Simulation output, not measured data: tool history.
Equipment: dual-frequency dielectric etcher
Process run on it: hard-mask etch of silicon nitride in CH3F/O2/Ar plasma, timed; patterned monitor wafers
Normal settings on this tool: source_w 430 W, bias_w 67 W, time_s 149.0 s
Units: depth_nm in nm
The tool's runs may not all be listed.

run,hour,source_w,bias_w,time_s,wafers since the last listed run,hours since the last wet clean,hours since the last source power generator calibration,hours since the last bias power generator calibration,hours since the last upper electrode change,hours since the gauge calibration,"read-back reference wafer on the same gauge, depth_nm",depth_nm
1,0.0,490,67,149.0,0,415.7,4702.0,2583.9,6298.9,62.7,83,108.3
2,12.6,490,67,149.0,119,428.3,4714.6,2596.5,6311.5,75.3,83,108.2
3,111.8,430,76,149.0,938,527.5,4813.8,2695.7,6410.7,174.5,83,109.0
4,144.2,430,76,149.0,306,559.9,4846.2,2728.1,6443.1,206.9,83,109.2
# hour 157.3: gauge calibrated
# hour 166.0: source power generator calibrated
5,172.5,430,67,149.0,229,588.2,6.5,2756.4,6471.4,15.2,83,104.9
# hour 180.1: bias power generator calibrated
6,200.2,430,67,149.0,224,615.9,34.2,20.1,6499.1,42.9,83,104.8
7,215.2,380,67,149.0,141,630.9,49.2,35.1,6514.1,57.9,83,101.0
# hour 243.0: upper electrode replaced
8,243.5,430,67,179.5,40,659.2,77.5,63.4,0.5,86.2,83,126.8
# hour 270.7: wet clean of the chamber
9,271.2,360,75,149.0,34,0.5,105.2,91.1,28.2,113.9,83,100.2
10,271.5,370,77,178.5,2,0.8,105.5,91.4,28.5,114.2,83,122.0
11,281.3,480,67,115.0,92,10.6,115.3,101.2,38.3,124.0,83,81.4
12,295.9,480,81,129.5,138,25.2,129.9,115.8,52.9,138.6,83,98.0
13,310.5,430,67,149.0,138,39.8,144.5,130.4,67.5,153.2,83,102.1

Estimate the outcome of run 14 from the log above:
14,325.2,430,67,149.0,139,54.5,159.2,145.1,82.2,167.9,?,?

{"run 14": {"read-back reference wafer on the same gauge, depth_nm": 83, "depth_nm": 102.1}}
Take away the tool's hidden state, keep the run-to-run variation as it was, and the same run would have given depth_nm 101.6 nm.

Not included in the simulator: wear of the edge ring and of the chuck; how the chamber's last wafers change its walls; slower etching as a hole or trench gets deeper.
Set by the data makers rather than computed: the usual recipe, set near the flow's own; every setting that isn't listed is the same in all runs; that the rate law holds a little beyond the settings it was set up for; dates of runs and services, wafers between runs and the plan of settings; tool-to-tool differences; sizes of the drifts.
